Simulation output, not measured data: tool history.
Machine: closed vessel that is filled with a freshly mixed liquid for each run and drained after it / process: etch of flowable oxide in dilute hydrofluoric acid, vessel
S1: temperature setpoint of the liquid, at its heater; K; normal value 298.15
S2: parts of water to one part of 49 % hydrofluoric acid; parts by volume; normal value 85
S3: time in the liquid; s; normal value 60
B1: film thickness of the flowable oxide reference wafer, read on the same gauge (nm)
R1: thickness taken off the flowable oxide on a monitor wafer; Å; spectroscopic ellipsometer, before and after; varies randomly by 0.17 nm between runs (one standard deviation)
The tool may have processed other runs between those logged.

run   hour      S1   S2  S3     B1     R1
  1    0.0  298.15   85  60  60.00  272.6
  2   34.0  298.15   85  60  59.99  267.6
  3   40.8  298.15   85  60  60.01  269.8
  4   47.6  300.15   95  60  60.00  257.9
  5   56.2  300.15   95  60  59.99  261.1
  6   69.9  300.15   95  60  59.99  258.2
  7   99.1  298.15   85  60  59.99  267.9
     106.8  -- thermometer replaced
  8  114.0  298.15   85  60  59.96  298.6
  9  130.2  298.15   85  60  60.03  296.2
 10  137.9  298.15   85  60  60.03  297.9
 11  155.4  298.15   85  60  59.99  298.6
 12  164.7  298.15   85  60  60.00  294.7
     172.5  -- gauge calibrated
 13  174.3  298.15   85  60  60.03  294.5
 14  191.6  298.15   85  60  59.98  295.8
 15  202.1  295.65   45  60  59.99  529.9
 16  208.1  300.15   95  60  60.00  281.9
 17  214.7  301.15   85  60  60.01  332.0
     235.0  -- hydrofluoric acid flow meter replaced
 18  254.9  294.65   85  50  59.99  214.0
 19  269.8  300.15   60  70  60.02  546.4
 20  287.7  298.15   85  35  60.02  168.5
 21  305.3  294.65   50  85  60.01  633.3
 22  318.8  293.65   85  90  60.03  364.9
 23  325.2  293.65  125  30  59.98   79.5
 24  334.4  298.15   85  70  60.01  342.2
 25  344.0  298.15   70  60  60.01  363.2
 26  352.0  303.15   55  60  60.01  578.6
 27  361.7  298.15   55  60  60.01  471.1
 28  379.2  298.15   85  60  60.03  293.1
 29  392.1  298.15  115  85  59.98  293.1
 30  410.1  293.65   45  85  59.99  672.4
 31  423.3  299.65   75  50  59.99  295.8
 32  436.5  296.65   60  60  59.99  398.6
 33  483.3  298.15   85  60  59.97  290.0
 34  500.6  296.15   85  30  60.00  133.3
 35  517.0  298.15   50  60  59.99  515.3

3 options for the next run, each taken on its own from the tool as it stands now. Forecast them:
  A  517.7  298.15  85  60   ?   ?
  B  517.7  298.15  60  60   ?   ?
  C  517.7  298.15  95  30   ?   ?

run     B1     R1
  A  60.00  289.2
  B  60.00  423.1
  C  60.00  127.8
With no hidden state in the tool, these same runs would have given:
run     R1
  A  301.0
  B  440.6
  C  132.9
